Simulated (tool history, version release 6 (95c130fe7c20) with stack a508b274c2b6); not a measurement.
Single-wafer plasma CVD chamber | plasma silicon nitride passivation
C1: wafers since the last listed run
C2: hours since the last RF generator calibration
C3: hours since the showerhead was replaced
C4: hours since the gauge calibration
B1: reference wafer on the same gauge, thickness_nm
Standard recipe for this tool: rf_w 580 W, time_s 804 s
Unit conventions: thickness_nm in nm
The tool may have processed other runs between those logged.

Run 1, hour 0.0: usual settings; C1 0; C2 1160.5; C3 7652.5; C4 914.4; B1 1161.510. Result: thickness_nm 1281.190 nm.
Run 2, hour 24.9: usual settings; C1 70; C2 1185.4; C3 7677.4; C4 939.3; B1 1159.467. Result: thickness_nm 1282.728 nm.
Run 3, hour 46.5: usual settings; C1 61; C2 1207.0; C3 7699.0; C4 960.9; B1 1158.772. Result: thickness_nm 1280.290 nm.
Run 4, hour 66.6: usual settings; C1 57; C2 1227.1; C3 7719.1; C4 981.0; B1 1159.305. Result: thickness_nm 1272.193 nm.
Run 5, hour 94.7: usual settings; C1 79; C2 1255.2; C3 7747.2; C4 1009.1; B1 1159.706. Result: thickness_nm 1283.513 nm.
Run 6, hour 192.0: usual settings; C1 275; C2 1352.5; C3 7844.5; C4 1106.4; B1 1160.371. Result: thickness_nm 1285.993 nm.
Run 7, hour 216.7: usual settings; C1 70; C2 1377.2; C3 7869.2; C4 1131.1; B1 1160.210. Result: thickness_nm 1278.659 nm.
Run 8, hour 233.1: usual settings; C1 46; C2 1393.6; C3 7885.6; C4 1147.5; B1 1159.104. Result: thickness_nm 1274.611 nm.
Run 9, hour 258.1: usual settings; C1 70; C2 1418.6; C3 7910.6; C4 1172.5; B1 1161.184. Result: thickness_nm 1280.460 nm.
Run 10, hour 280.8: usual settings; C1 64; C2 1441.3; C3 7933.3; C4 1195.2; B1 1159.343. Result: thickness_nm 1274.028 nm.
At hour 303.9: gauge calibrated.
Run 11, hour 308.4: usual settings; C1 78; C2 1468.9; C3 7960.9; C4 4.5; B1 1159.842. Result: thickness_nm 1278.934 nm.
Run 12, hour 341.1: usual settings; C1 92; C2 1501.6; C3 7993.6; C4 37.2; B1 1159.823. Result: thickness_nm 1269.126 nm.
Run 13, hour 371.3: usual settings; C1 85; C2 1531.8; C3 8023.8; C4 67.4; B1 1160.234. Result: thickness_nm 1280.658 nm.
Run 14, hour 386.1: usual settings; C1 41; C2 1546.6; C3 8038.6; C4 82.2; B1 1160.106. Result: thickness_nm 1277.550 nm.
Run 15, hour 406.0: usual settings; C1 56; C2 1566.5; C3 8058.5; C4 102.1; B1 1159.832. Result: thickness_nm 1269.709 nm.
Run 16, hour 420.6: usual settings; C1 41; C2 1581.1; C3 8073.1; C4 116.7; B1 1159.588. Result: thickness_nm 1274.590 nm.
Run 17, hour 435.0: usual settings; C1 40; C2 1595.5; C3 8087.5; C4 131.1; B1 1159.756. Result: thickness_nm 1270.332 nm.
Run 18, hour 456.9: usual settings; C1 62; C2 1617.4; C3 8109.4; C4 153.0; B1 1160.370. Result: thickness_nm 1277.145 nm.
Run 19, hour 470.8: usual settings; C1 39; C2 1631.3; C3 8123.3; C4 166.9; B1 1159.802. Result: thickness_nm 1278.517 nm.
Run 20, hour 518.9: usual settings; C1 136; C2 1679.4; C3 8171.4; C4 215.0; B1 1159.109. Result: thickness_nm 1275.345 nm.
Run 21, hour 551.0: usual settings; C1 91; C2 1711.5; C3 8203.5; C4 247.1; B1 1159.104. Result: thickness_nm 1271.726 nm.
At hour 568.2: showerhead replaced.
Run 22, hour 568.7: usual settings but time_s 860 s; C1 27; C2 1729.2; C3 0.5; C4 264.8; B1 1159.472. Result: thickness_nm 1364.306 nm.
Run 23, hour 582.3: usual settings but rf_w 680 W, time_s 760 s; C1 38; C2 1742.8; C3 14.1; C4 278.4; B1 1162.069. Result: thickness_nm 1261.775 nm.
Run 24, hour 602.3: usual settings; C1 56; C2 1762.8; C3 34.1; C4 298.4; B1 1159.679. Result: thickness_nm 1275.426 nm.
Run 25, hour 625.8: usual settings but rf_w 495 W, time_s 907 s; C1 66; C2 1786.3; C3 57.6; C4 321.9; B1 1161.468. Result: thickness_nm 1372.584 nm.
Run 26, hour 638.7: usual settings but time_s 948 s; C1 36; C2 1799.2; C3 70.5; C4 334.8; B1 1160.691. Result: thickness_nm 1500.610 nm.
Run 27, hour 667.2: usual settings but rf_w 690 W, time_s 950 s; C1 80; C2 1827.7; C3 99.0; C4 363.3; B1 1160.820. Result: thickness_nm 1577.231 nm.
Run 28, hour 679.4: usual settings but rf_w 660 W, time_s 889 s; C1 34; C2 1839.9; C3 111.2; C4 375.5; B1 1159.364. Result: thickness_nm 1449.403 nm.
At hour 694.6: RF generator calibrated.
Run 29, hour 707.1: usual settings but time_s 902 s; C1 55; C2 12.5; C3 138.9; C4 403.2; B1 1161.075. Result: thickness_nm 1402.642 nm.
Run 30, hour 738.2: usual settings but rf_w 635 W, time_s 728 s; C1 88; C2 43.6; C3 170.0; C4 434.3; B1 1159.256. Result: thickness_nm 1160.621 nm.
Run 31, hour 755.3: usual settings but rf_w 540 W, time_s 961 s; C1 48; C2 60.7; C3 187.1; C4 451.4; B1 1159.749. Result: thickness_nm 1463.214 nm.
Run 32, hour 769.5: usual settings but time_s 741 s; C1 40; C2 74.9; C3 201.3; C4 465.6; B1 1160.951. Result: thickness_nm 1149.746 nm.

Predict the results of run 33:
Run 33, hour 790.4: usual settings but rf_w 610 W, time_s 711 s; C1 59; C2 95.8; C3 222.2; C4 486.5; B1 ?. Result: thickness_nm ?.

Run 33 measured B1 1159.421, thickness_nm 1118.311 nm.
Had the tool carried no hidden state, the very same run would have given thickness_nm 1153.244 nm.
